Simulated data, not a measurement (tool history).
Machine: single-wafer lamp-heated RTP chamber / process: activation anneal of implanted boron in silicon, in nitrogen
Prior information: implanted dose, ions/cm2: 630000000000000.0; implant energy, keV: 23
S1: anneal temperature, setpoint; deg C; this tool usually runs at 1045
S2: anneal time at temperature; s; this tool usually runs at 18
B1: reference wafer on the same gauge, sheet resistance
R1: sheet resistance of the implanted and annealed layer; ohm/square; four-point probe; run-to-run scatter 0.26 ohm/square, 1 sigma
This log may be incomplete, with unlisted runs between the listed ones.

run	day	S1	S2	B1	R1
1	0.000	1045	18	186.06	174.49
2	1.992	1045	18	185.98	174.65
3	4.058	1045	18	185.98	174.48
# day 5.579: reflector plate cleaned
# day 9.546: pyrometer window cleaned and pyrometer calibrated
4	11.775	1045	18	185.96	174.33
5	14.483	1045	18	186.00	174.32
# day 15.838: reflector plate cleaned
6	16.671	1045	18	186.09	174.32
7	17.758	1045	18	186.04	174.41
8	19.967	1025	15	186.00	176.72
# day 21.204: pyrometer window cleaned and pyrometer calibrated
9	24.104	1025	15	186.12	176.40
# day 26.075: reflector plate cleaned
10	26.546	1064	18	185.91	173.46
11	27.621	1064	18	186.05	173.63
12	30.038	1045	18	186.09	174.18
13	31.408	1021	24	185.98	176.26
14	33.292	1032	24	186.00	174.70
# day 33.854: pyrometer window cleaned and pyrometer calibrated
# day 35.308: reflector plate cleaned
15	35.329	1045	18	185.99	173.97
16	37.212	1057	18	185.85	173.61
# day 37.650: gauge calibrated
17	39.221	1069	27	186.00	172.07
# day 45.758: reflector plate cleaned
18	45.779	1057	28	186.07	172.49
# day 46.162: pyrometer window cleaned and pyrometer calibrated
19	46.471	1045	13	186.12	175.48
20	48.238	1063	25	186.12	172.80
21	50.788	1045	18	186.01	174.19

Run 22, settings as shown, results not yet in. Your forecast:
22	52.554	1022	21	?	?

B1: 185.93
R1: 175.87 ohm/square
Were there no unlogged condition in the tool, this run, its random variation unchanged, would have produced R1 175.87 ohm/square.

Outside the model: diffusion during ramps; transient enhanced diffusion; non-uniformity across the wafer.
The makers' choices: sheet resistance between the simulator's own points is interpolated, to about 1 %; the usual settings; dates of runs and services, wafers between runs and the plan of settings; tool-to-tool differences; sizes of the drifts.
